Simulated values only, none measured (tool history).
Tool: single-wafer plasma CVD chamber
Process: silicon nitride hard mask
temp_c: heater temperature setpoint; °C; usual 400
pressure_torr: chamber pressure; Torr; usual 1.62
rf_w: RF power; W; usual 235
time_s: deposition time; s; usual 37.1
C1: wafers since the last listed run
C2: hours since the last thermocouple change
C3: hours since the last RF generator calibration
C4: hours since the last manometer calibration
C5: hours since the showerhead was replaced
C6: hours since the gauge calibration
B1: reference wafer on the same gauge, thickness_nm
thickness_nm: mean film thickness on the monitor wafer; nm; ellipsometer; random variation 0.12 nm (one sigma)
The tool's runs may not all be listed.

{"run": 1, "hour": 0.0, "temp_c": 400, "pressure_torr": 1.62, "rf_w": 235, "time_s": 37.1, "C1": 0, "C2": 1019.2, "C3": 160.9, "C4": 282, "C5": 5009.4, "C6": 2083.9, "B1": 28.579, "thickness_nm": 34.034}
{"run": 2, "hour": 85.0, "temp_c": 400, "pressure_torr": 1.62, "rf_w": 235, "time_s": 37.1, "C1": 2018, "C2": 1104.2, "C3": 245.9, "C4": 367, "C5": 5094.4, "C6": 2168.9, "B1": 28.582, "thickness_nm": 34.142}
{"run": 3, "hour": 129.7, "temp_c": 400, "pressure_torr": 1.62, "rf_w": 210, "time_s": 40.9, "C1": 1061, "C2": 1148.9, "C3": 290.6, "C4": 411.7, "C5": 5139.1, "C6": 2213.6, "B1": 28.611, "thickness_nm": 35.52}
{"run": 4, "hour": 198.2, "temp_c": 400, "pressure_torr": 1.62, "rf_w": 235, "time_s": 37.1, "C1": 1626, "C2": 1217.4, "C3": 359.1, "C4": 480.2, "C5": 5207.6, "C6": 2282.1, "B1": 28.64, "thickness_nm": 34.099}
{"run": 5, "hour": 297.2, "temp_c": 400, "pressure_torr": 1.89, "rf_w": 235, "time_s": 37.1, "C1": 2351, "C2": 1316.4, "C3": 458.1, "C4": 579.2, "C5": 5306.6, "C6": 2381.1, "B1": 28.542, "thickness_nm": 35.118}
{"run": 6, "hour": 338.4, "temp_c": 400, "pressure_torr": 1.9, "rf_w": 255, "time_s": 37.1, "C1": 978, "C2": 1357.6, "C3": 499.3, "C4": 620.4, "C5": 5347.8, "C6": 2422.3, "B1": 28.601, "thickness_nm": 37.01}
{"run": 7, "hour": 610.3, "temp_c": 400, "pressure_torr": 1.9, "rf_w": 255, "time_s": 37.1, "C1": 6457, "C2": 1629.5, "C3": 771.2, "C4": 892.3, "C5": 5619.7, "C6": 2694.2, "B1": 28.581, "thickness_nm": 36.698}
{"hour": 662.6, "done": "thermocouple changed; heater temperature recalibrated"}
{"run": 8, "hour": 703.3, "temp_c": 400, "pressure_torr": 1.9, "rf_w": 255, "time_s": 37.1, "C1": 2018, "C2": 40.7, "C3": 864.2, "C4": 985.3, "C5": 5712.7, "C6": 2787.2, "B1": 28.611, "thickness_nm": 36.796}
{"run": 9, "hour": 777.2, "temp_c": 400, "pressure_torr": 1.77, "rf_w": 235, "time_s": 38.9, "C1": 1754, "C2": 114.6, "C3": 938.1, "C4": 1059.2, "C5": 5786.6, "C6": 2861.1, "B1": 28.61, "thickness_nm": 36.169}
{"hour": 801.6, "done": "gauge calibrated"}
{"run": 10, "hour": 973.7, "temp_c": 400, "pressure_torr": 1.77, "rf_w": 235, "time_s": 38.9, "C1": 4666, "C2": 311.1, "C3": 1134.6, "C4": 1255.7, "C5": 5983.1, "C6": 172.1, "B1": 28.603, "thickness_nm": 36.359}
{"run": 11, "hour": 1012.4, "temp_c": 400, "pressure_torr": 1.62, "rf_w": 235, "time_s": 37.1, "C1": 919, "C2": 349.8, "C3": 1173.3, "C4": 1294.4, "C5": 6021.8, "C6": 210.8, "B1": 28.614, "thickness_nm": 33.625}
{"run": 12, "hour": 1101.5, "temp_c": 400, "pressure_torr": 1.62, "rf_w": 235, "time_s": 37.1, "C1": 2115, "C2": 438.9, "C3": 1262.4, "C4": 1383.5, "C5": 6110.9, "C6": 299.9, "B1": 28.595, "thickness_nm": 33.487}
{"hour": 1171.6, "done": "capacitance manometer re-zeroed and calibrated"}
{"run": 13, "hour": 1181.2, "temp_c": 400, "pressure_torr": 1.92, "rf_w": 235, "time_s": 44.5, "C1": 1702, "C2": 518.6, "C3": 1342.1, "C4": 9.6, "C5": 6190.6, "C6": 379.6, "B1": 28.591, "thickness_nm": 41.336}
{"run": 14, "hour": 1228.7, "temp_c": 400, "pressure_torr": 1.62, "rf_w": 280, "time_s": 37.1, "C1": 1128, "C2": 566.1, "C3": 1389.6, "C4": 57.1, "C5": 6238.1, "C6": 427.1, "B1": 28.604, "thickness_nm": 36.135}
{"hour": 1260.3, "done": "RF generator calibrated"}
{"run": 15, "hour": 1277.0, "temp_c": 393, "pressure_torr": 1.62, "rf_w": 235, "time_s": 37.1, "C1": 957, "C2": 614.4, "C3": 16.7, "C4": 105.4, "C5": 6286.4, "C6": 475.4, "B1": 28.588, "thickness_nm": 34.237}
{"run": 16, "hour": 1351.3, "temp_c": 400, "pressure_torr": 1.9, "rf_w": 255, "time_s": 37.1, "C1": 1764, "C2": 688.7, "C3": 91, "C4": 179.7, "C5": 6360.7, "C6": 549.7, "B1": 28.624, "thickness_nm": 36.738}

Forecast run 17:
{"run": 17, "hour": 1447.3, "temp_c": 400, "pressure_torr": 1.62, "rf_w": 235, "time_s": 37.1, "C1": 2279, "C2": 784.7, "C3": 187, "C4": 275.7, "C5": 6456.7, "C6": 645.7, "B1": "?", "thickness_nm": "?"}

B1: 28.615
thickness_nm: 34.062 nm
Without the tool's hidden state the same run would have given thickness_nm 34.088 nm.

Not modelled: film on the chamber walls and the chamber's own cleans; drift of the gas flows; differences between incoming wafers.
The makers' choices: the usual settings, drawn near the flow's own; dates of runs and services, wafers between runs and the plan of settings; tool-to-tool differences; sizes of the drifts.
